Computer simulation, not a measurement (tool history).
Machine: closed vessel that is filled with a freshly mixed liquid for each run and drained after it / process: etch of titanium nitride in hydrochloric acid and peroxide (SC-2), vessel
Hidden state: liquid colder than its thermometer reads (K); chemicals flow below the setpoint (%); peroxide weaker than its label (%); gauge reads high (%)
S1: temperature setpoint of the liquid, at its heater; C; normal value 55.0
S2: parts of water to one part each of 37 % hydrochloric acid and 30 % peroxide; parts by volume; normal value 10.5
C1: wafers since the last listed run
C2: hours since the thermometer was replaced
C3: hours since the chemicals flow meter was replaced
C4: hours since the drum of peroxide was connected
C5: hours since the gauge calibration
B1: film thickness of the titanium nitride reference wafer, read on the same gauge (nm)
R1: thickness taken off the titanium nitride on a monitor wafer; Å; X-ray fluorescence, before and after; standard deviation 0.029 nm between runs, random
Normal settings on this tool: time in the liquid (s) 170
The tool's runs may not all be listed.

{"run": 1, "hour": 0.0, "S1": 60.0, "S2": 10.5, "time in the liquid (s)": 170, "C1": 0, "C2": 1025.7, "C3": 1113.3, "C4": 189.8, "C5": 286.0, "B1": 139.99, "R1": 80.0}
{"run": 2, "hour": 17.5, "S1": 60.5, "S2": 13.0, "time in the liquid (s)": 170, "C1": 1265, "C2": 1043.2, "C3": 1130.8, "C4": 207.3, "C5": 303.5, "B1": 140.0, "R1": 67.9}
{"run": 3, "hour": 39.4, "S1": 60.5, "S2": 13.0, "time in the liquid (s)": 170, "C1": 1584, "C2": 1065.1, "C3": 1152.7, "C4": 229.2, "C5": 325.4, "B1": 139.98, "R1": 68.7}
{"run": 4, "hour": 144.2, "S1": 55.0, "S2": 10.5, "time in the liquid (s)": 170, "C1": 7580, "C2": 1169.9, "C3": 1257.5, "C4": 334.0, "C5": 430.2, "B1": 139.99, "R1": 57.7}
{"run": 5, "hour": 171.5, "S1": 55.0, "S2": 10.5, "time in the liquid (s)": 170, "C1": 1974, "C2": 1197.2, "C3": 1284.8, "C4": 361.3, "C5": 457.5, "B1": 140.0, "R1": 57.0}
{"hour": 184.1, "done": "new drum of peroxide connected"}
{"run": 6, "hour": 199.8, "S1": 55.0, "S2": 10.5, "time in the liquid (s)": 170, "C1": 1974, "C2": 1225.5, "C3": 1313.1, "C4": 15.7, "C5": 485.8, "B1": 140.0, "R1": 57.5}
{"run": 7, "hour": 219.3, "S1": 55.0, "S2": 12.5, "time in the liquid (s)": 170, "C1": 1410, "C2": 1245.0, "C3": 1332.6, "C4": 35.2, "C5": 505.3, "B1": 139.99, "R1": 49.0}
{"hour": 221.6, "done": "thermometer replaced"}
{"hour": 229.3, "done": "gauge calibrated"}
{"run": 8, "hour": 235.6, "S1": 55.0, "S2": 10.5, "time in the liquid (s)": 170, "C1": 1106, "C2": 14.0, "C3": 1348.9, "C4": 51.5, "C5": 6.3, "B1": 140.02, "R1": 62.2}
{"run": 9, "hour": 252.4, "S1": 55.0, "S2": 10.5, "time in the liquid (s)": 170, "C1": 1215, "C2": 30.8, "C3": 1365.7, "C4": 68.3, "C5": 23.1, "B1": 140.01, "R1": 62.5}
{"run": 10, "hour": 268.0, "S1": 61.0, "S2": 12.0, "time in the liquid (s)": 200, "C1": 1128, "C2": 46.4, "C3": 1381.3, "C4": 83.9, "C5": 38.7, "B1": 140.0, "R1": 96.4}
{"hour": 280.7, "done": "chemicals flow meter replaced"}
{"run": 11, "hour": 287.1, "S1": 50.5, "S2": 8.5, "time in the liquid (s)": 170, "C1": 1309, "C2": 65.5, "C3": 6.4, "C4": 103.0, "C5": 57.8, "B1": 140.0, "R1": 55.0}
{"run": 12, "hour": 310.3, "S1": 61.0, "S2": 8.0, "time in the liquid (s)": 75, "C1": 1678, "C2": 88.7, "C3": 29.6, "C4": 126.2, "C5": 81.0, "B1": 140.01, "R1": 50.5}

Forecast run 13:
{"run": 13, "hour": 332.1, "S1": 55.0, "S2": 8.0, "time in the liquid (s)": 170, "C1": 1576, "C2": 110.5, "C3": 51.4, "C4": 148.0, "C5": 102.8, "B1": "?", "R1": "?"}

{"run 13": {"B1": 140.02, "R1": 77.7}}
On a tool with no hidden condition, and with the same random variation, this run would have come out at R1 79.0 Å.

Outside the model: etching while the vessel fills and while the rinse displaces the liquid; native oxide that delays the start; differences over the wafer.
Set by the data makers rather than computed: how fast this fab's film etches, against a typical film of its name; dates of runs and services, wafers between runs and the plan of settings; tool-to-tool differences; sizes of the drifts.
